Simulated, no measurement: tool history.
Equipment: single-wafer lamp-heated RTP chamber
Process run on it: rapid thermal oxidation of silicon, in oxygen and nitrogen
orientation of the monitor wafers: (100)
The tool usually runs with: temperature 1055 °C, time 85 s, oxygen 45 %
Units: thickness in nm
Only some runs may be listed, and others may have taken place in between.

| run | hour | temperature | time | oxygen | wafers since the last listed run | wafers since the last pyrometer calibration | hours since the oxygen flow controller was replaced | hours since the gauge calibration | read-back reference wafer on the same gauge, thickness | thickness |
|---|---|---|---|---|---|---|---|---|---|---|
| 1 | 0.0 | 1055 | 85 | 22 | 0 | 5898 | 5685.0 | 12.4 | 6.780 | 5.563 |
| 2 | 10.1 | 1055 | 85 | 45 | 80 | 5978 | 5695.1 | 22.5 | 6.778 | 7.242 |
| 3 | 20.6 | 1055 | 85 | 45 | 83 | 6062 | 5705.6 | 33.0 | 6.774 | 7.149 |
| 4 | 38.0 | 1055 | 85 | 45 | 138 | 6201 | 5723.0 | 50.4 | 6.776 | 7.198 |
| 5 | 45.9 | 1055 | 85 | 45 | 63 | 6264 | 5730.9 | 58.3 | 6.781 | 7.166 |
| 6 | 52.3 | 1055 | 85 | 35 | 51 | 6315 | 5737.3 | 64.7 | 6.773 | 6.549 |
| 7 | 60.3 | 1055 | 85 | 35 | 63 | 6379 | 5745.3 | 72.7 | 6.789 | 6.531 |
| 8 | 72.9 | 1055 | 85 | 35 | 100 | 6479 | 5757.9 | 85.3 | 6.776 | 6.533 |
|  | 78.9 | gauge calibrated |
| 9 | 85.0 | 1055 | 85 | 45 | 96 | 6576 | 5770.0 | 6.1 | 6.784 | 7.205 |
| 10 | 95.9 | 1055 | 85 | 45 | 86 | 6663 | 5780.9 | 17.0 | 6.780 | 7.166 |
| 11 | 103.2 | 1055 | 103 | 45 | 58 | 6721 | 5788.2 | 24.3 | 6.785 | 7.825 |
|  | 118.2 | pyrometer window cleaned and pyrometer calibrated |
|  | 120.7 | oxygen flow controller replaced |
| 12 | 121.2 | 1038 | 59 | 59 | 60 | 4 | 0.5 | 42.3 | 6.782 | 5.927 |
| 13 | 126.2 | 1046 | 124 | 45 | 39 | 43 | 5.5 | 47.3 | 6.781 | 7.952 |
| 14 | 133.9 | 1039 | 118 | 22 | 61 | 105 | 13.2 | 55.0 | 6.783 | 5.769 |
| 15 | 140.1 | 1075 | 62 | 23 | 49 | 154 | 19.4 | 61.2 | 6.784 | 5.579 |
| 16 | 148.4 | 1055 | 45 | 45 | 66 | 221 | 27.7 | 69.5 | 6.788 | 5.397 |
| 17 | 155.5 | 1055 | 85 | 45 | 56 | 277 | 34.8 | 76.6 | 6.782 | 7.201 |
| 18 | 168.8 | 1055 | 109 | 24 | 106 | 383 | 48.1 | 89.9 | 6.780 | 6.355 |
| 19 | 177.6 | 1055 | 124 | 45 | 70 | 453 | 56.9 | 98.7 | 6.780 | 8.456 |

5 options for the next run, each taken on its own from the tool as it stands now. Forecast them:
| A | 178.0 | 1055 | 44 | 45 | 3 | 457 | 57.3 | 99.1 | ? | ? |
| B | 178.0 | 1055 | 111 | 68 | 3 | 457 | 57.3 | 99.1 | ? | ? |
| C | 178.0 | 1055 | 66 | 57 | 3 | 457 | 57.3 | 99.1 | ? | ? |
| D | 178.0 | 1046 | 85 | 24 | 3 | 457 | 57.3 | 99.1 | ? | ? |
| E | 178.0 | 1072 | 58 | 45 | 3 | 457 | 57.3 | 99.1 | ? | ? |

| run | read-back reference wafer on the same gauge, thickness | thickness |
|---|---|---|
| A | 6.783 | 5.375 |
| B | 6.783 | 9.394 |
| C | 6.783 | 6.973 |
| D | 6.783 | 5.421 |
| E | 6.783 | 6.784 |
Had the tool no hidden state, the same runs would have come out as:
| run | thickness |
|---|---|
| A | 5.375 |
| B | 9.394 |
| C | 6.973 |
| D | 5.421 |
| E | 6.784 |
